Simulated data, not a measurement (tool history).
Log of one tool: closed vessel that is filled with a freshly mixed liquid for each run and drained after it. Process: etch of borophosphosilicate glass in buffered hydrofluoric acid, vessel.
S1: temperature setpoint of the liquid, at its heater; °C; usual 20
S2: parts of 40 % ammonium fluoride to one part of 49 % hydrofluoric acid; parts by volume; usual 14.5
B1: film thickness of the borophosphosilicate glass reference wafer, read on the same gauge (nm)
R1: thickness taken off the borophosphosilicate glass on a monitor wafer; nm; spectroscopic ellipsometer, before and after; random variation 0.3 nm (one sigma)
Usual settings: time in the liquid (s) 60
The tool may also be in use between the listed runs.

run 1 hour=0 | S1=20 S2=14.5 time_in_the_liquid_(s)=60 | B1=119.97 | R1=69.23
run 2 hour=28 | S1=20 S2=14.5 time_in_the_liquid_(s)=60 | B1=120.02 | R1=69.4
run 3 hour=90.5 | S1=20 S2=14.5 time_in_the_liquid_(s)=60 | B1=120 | R1=69.89
run 4 hour=124.1 | S1=20 S2=14.5 time_in_the_liquid_(s)=60 | B1=120.01 | R1=69.35
run 5 hour=181.1 | S1=20 S2=14.5 time_in_the_liquid_(s)=60 | B1=120.01 | R1=69.91
run 6 hour=238.1 | S1=20 S2=14.5 time_in_the_liquid_(s)=60 | B1=120.02 | R1=69.25
run 7 hour=299.2 | S1=20 S2=14.5 time_in_the_liquid_(s)=60 | B1=120.01 | R1=69.82
-- hour=438.7 gauge calibrated
run 8 hour=495.8 | S1=20 S2=14.5 time_in_the_liquid_(s)=60 | B1=119.99 | R1=69.89
-- hour=557.4 thermometer replaced
run 9 hour=557.9 | S1=23.5 S2=17 time_in_the_liquid_(s)=40 | B1=120.01 | R1=48.51
run 10 hour=605.8 | S1=20 S2=19.5 time_in_the_liquid_(s)=60 | B1=120.01 | R1=52.64
run 11 hour=652.9 | S1=23.5 S2=17 time_in_the_liquid_(s)=40 | B1=120.01 | R1=49.14

The next listed run, before its measurement:
-- hour=658 hydrofluoric acid flow meter replaced
run 12 hour=704.1 | S1=20 S2=14.5 time_in_the_liquid_(s)=80 | B1=? | R1=?

B1: 120
R1: 100.52 nm
Without the tool's hidden state the same run would have given R1 87.46 nm.
